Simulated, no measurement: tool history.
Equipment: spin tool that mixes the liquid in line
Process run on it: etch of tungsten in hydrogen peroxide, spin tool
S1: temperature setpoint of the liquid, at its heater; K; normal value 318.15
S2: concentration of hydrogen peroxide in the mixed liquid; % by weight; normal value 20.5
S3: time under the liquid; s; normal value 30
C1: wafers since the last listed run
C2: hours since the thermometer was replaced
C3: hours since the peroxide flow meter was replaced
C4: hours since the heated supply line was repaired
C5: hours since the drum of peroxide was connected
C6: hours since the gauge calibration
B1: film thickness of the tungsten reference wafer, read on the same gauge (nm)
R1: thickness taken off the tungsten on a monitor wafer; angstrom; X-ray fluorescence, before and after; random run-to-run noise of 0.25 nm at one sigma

run   hour      S1    S2  S3   C1      C2      C3      C4     C5     C6     B1     R1
  1      0  318.15  20.5  30    0  1603.7    1980  1647.7  733.8  142.2     80  233.7
       2.7  -- gauge calibrated
  2    8.7  318.15  20.5  30   90  1612.4  1988.7  1656.4  742.5      6  79.99    233
  3     18  318.15  20.5  30   96  1621.7    1998  1665.7  751.8   15.3  80.01  230.2
  4   24.6  318.15  20.5  30   68  1628.3  2004.6  1672.3  758.4   21.9     80  232.4
  5   35.1  318.15  20.5  30  109  1638.8  2015.1  1682.8  768.9   32.4  79.99  231.8
  6   49.5  318.15  20.5  30  150  1653.2  2029.5  1697.2  783.3   46.8  80.01    226
  7   56.7  318.15  20.5  30   75  1660.4  2036.7  1704.4  790.5     54  80.01  231.2
  8   90.7  318.15  20.5  30  354  1694.4  2070.7  1738.4  824.5     88     80  228.9
  9     97  318.15  20.5  40   65  1700.7    2077  1744.7  830.8   94.3     80  301.8
 10  106.5  318.15    19  30   99  1710.2  2086.5  1754.2  840.3  103.8  79.98  219.1
     110.9  -- thermometer replaced
     113.4  -- peroxide flow meter replaced
 11  113.8  318.15    19  30   55     2.9     0.4  1761.5  847.6  111.1  79.98  218.9
 12  123.7  318.15    19  30  103    12.8    10.3  1771.4  857.5    121  79.99  222.4
     130.7  -- new drum of peroxide connected
 13  135.2  318.15  20.5  30  109    24.3    21.8  1782.9    4.5  132.5     80  226.1
 14  142.3  327.65    22  15   74    31.4    28.9    1790   11.6  139.6  80.01  213.3
     148.3  -- gauge calibrated
 15  150.7  323.15  20.5  40   87    39.8    37.3  1798.4     20    2.4  79.99  417.2
 16  161.1  309.65    19  20  108    50.2    47.7  1808.8   30.4   12.8  80.01   81.4
     165.2  -- heated supply line repaired
 17    178  322.15  20.5  20  165    67.1    64.6    12.8   47.3   29.7     80  243.2
 18  193.4  312.15  20.5  45  160    82.5      80    28.2   62.7   45.1  80.01  286.3
 19  210.1  315.15    26  45  174    99.2    96.7    44.9   79.4   61.8  80.01  393.3
 20    219  318.15  20.5  30   92   108.1   105.6    53.8   88.3   70.7  79.99  283.5
 21  229.3  324.15    26  40  107   118.4   115.9    64.1   98.6     81  79.98    613
 22  242.2  314.65  25.5  45  134   131.3   128.8      77  111.5   93.9     80    376
 23  255.4  318.15  20.5  15  137   144.5     142    90.2  124.7  107.1  79.99    140
 24  267.1  309.65    19  20  122   156.2   153.7   101.9  136.4  118.8  80.01  104.7
 25  274.9  318.15  15.5  30   81     164   161.5   109.7  144.2  126.6  79.99  244.4
 26  288.5  318.15  20.5  30  141   177.6   175.1   123.3  157.8  140.2  80.01  276.6
 27  297.6  311.65    24  30   94   186.7   184.2   132.4  166.9  149.3  80.01  197.7

How the hidden state differs across the entries between the runs, from the last listed run before each to the first after it:
Logged between run 1 and run 2: gauge calibrated (hour 2.7)
  temperature lost on the way to the wafer (K): 3.66 -> 3.68
  measured minus no-state result, R1: -61.4 -> -61.7 angstrom
Logged between run 10 and run 11: thermometer replaced (hour 110.9); peroxide flow meter replaced (hour 113.4)
  temperature lost on the way to the wafer (K): 3.89 -> 3.91
  measured minus no-state result, R1: -61.8 -> -62 angstrom
Logged between run 12 and run 13: new drum of peroxide connected (hour 130.7)
  temperature lost on the way to the wafer (K): 3.93 -> 3.96
  measured minus no-state result, R1: -63.5 -> -65 angstrom
Logged between run 14 and run 15: gauge calibrated (hour 148.3)
  temperature lost on the way to the wafer (K): 3.97 -> 3.99
  measured minus no-state result, R1: -57.6 -> -116.8 angstrom
Logged between run 16 and run 17: heated supply line repaired (hour 165.2)
  temperature lost on the way to the wafer (K): 4.01 -> 0.466
  measured minus no-state result, R1: -25.3 -> -7.2 angstrom
